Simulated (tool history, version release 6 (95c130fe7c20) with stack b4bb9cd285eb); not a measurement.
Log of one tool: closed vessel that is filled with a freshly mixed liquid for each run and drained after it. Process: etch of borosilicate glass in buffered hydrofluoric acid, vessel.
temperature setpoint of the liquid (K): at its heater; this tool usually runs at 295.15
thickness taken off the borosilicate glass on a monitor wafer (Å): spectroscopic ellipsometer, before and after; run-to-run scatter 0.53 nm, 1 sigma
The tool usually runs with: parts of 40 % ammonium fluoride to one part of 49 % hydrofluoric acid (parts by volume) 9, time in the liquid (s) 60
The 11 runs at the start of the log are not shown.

| run | day | temperature setpoint of the liquid (K) | parts of 40 % ammonium fluoride to one part of 49 % hydrofluoric acid (parts by volume) | time in the liquid (s) | read-back film thickness of the borosilicate glass reference wafer, read on the same gauge (nm) | thickness taken off the borosilicate glass on a monitor wafer (Å) |
|---|---|---|---|---|---|---|
|  | 9.45 | gauge calibrated |
| 12 | 9.925 | 295.15 | 9 | 60 | 140.02 | 785.7 |
| 13 | 11.075 | 297.15 | 8 | 80 | 140 | 1338.1 |
| 14 | 11.775 | 290.15 | 9 | 60 | 140.01 | 594.8 |
| 15 | 12.558 | 297.65 | 11 | 85 | 140.01 | 1085.9 |
| 16 | 13.188 | 290.65 | 7 | 30 | 140.01 | 407.7 |
| 17 | 14.442 | 295.15 | 11 | 70 | 140.01 | 780.3 |
| 18 | 16.8 | 299.15 | 9 | 60 | 140 | 976.4 |
| 19 | 17.583 | 295.15 | 12 | 50 | 139.99 | 511.1 |
|  | 18.392 | hydrofluoric acid flow meter replaced |
| 20 | 18.633 | 297.65 | 6.5 | 30 | 139.97 | 629.2 |
|  | 18.854 | thermometer replaced |
| 21 | 19.262 | 298.15 | 10.5 | 75 | 140.01 | 1072.2 |
| 22 | 21.638 | 295.15 | 9 | 60 | 139.98 | 825.7 |
| 23 | 23.075 | 295.15 | 9 | 60 | 139.99 | 828.5 |
| 24 | 23.992 | 295.15 | 7.5 | 80 | 140.01 | 1345.3 |
| 25 | 25.467 | 295.15 | 9 | 60 | 139.98 | 820.3 |
| 26 | 26.233 | 295.15 | 5.5 | 60 | 140.02 | 1333.1 |
| 27 | 27.612 | 298.15 | 9 | 85 | 140 | 1360.9 |
| 28 | 28.621 | 297.15 | 8 | 80 | 140.02 | 1368.9 |
| 29 | 29.933 | 295.15 | 9 | 60 | 140 | 820.1 |
| 30 | 30.879 | 295.15 | 8 | 35 | 139.99 | 545.5 |
| 31 | 31.904 | 295.15 | 9 | 60 | 140 | 818.8 |
| 32 | 33.308 | 295.15 | 9 | 60 | 140.01 | 821 |

Consider 4 possible next runs. They are alternatives, not a sequence: every one starts from the tool as it was left by run 32. What does each give?
| A | 33.338 | 296.65 | 9 | 60 | ? | ? |
| B | 33.338 | 293.15 | 9 | 35 | ? | ? |
| C | 33.338 | 297.15 | 9 | 60 | ? | ? |
| D | 33.338 | 296.65 | 11.5 | 40 | ? | ? |

| run | read-back film thickness of the borosilicate glass reference wafer, read on the same gauge (nm) | thickness taken off the borosilicate glass on a monitor wafer (Å) |
|---|---|---|
| A | 140 | 875.6 |
| B | 140 | 422.6 |
| C | 140 | 899.4 |
| D | 140 | 475.2 |
What these runs would have given with no unlogged condition in the tool:
| run | thickness taken off the borosilicate glass on a monitor wafer (Å) |
|---|---|
| A | 883.1 |
| B | 426.3 |
| C | 907.1 |
| D | 479.3 |
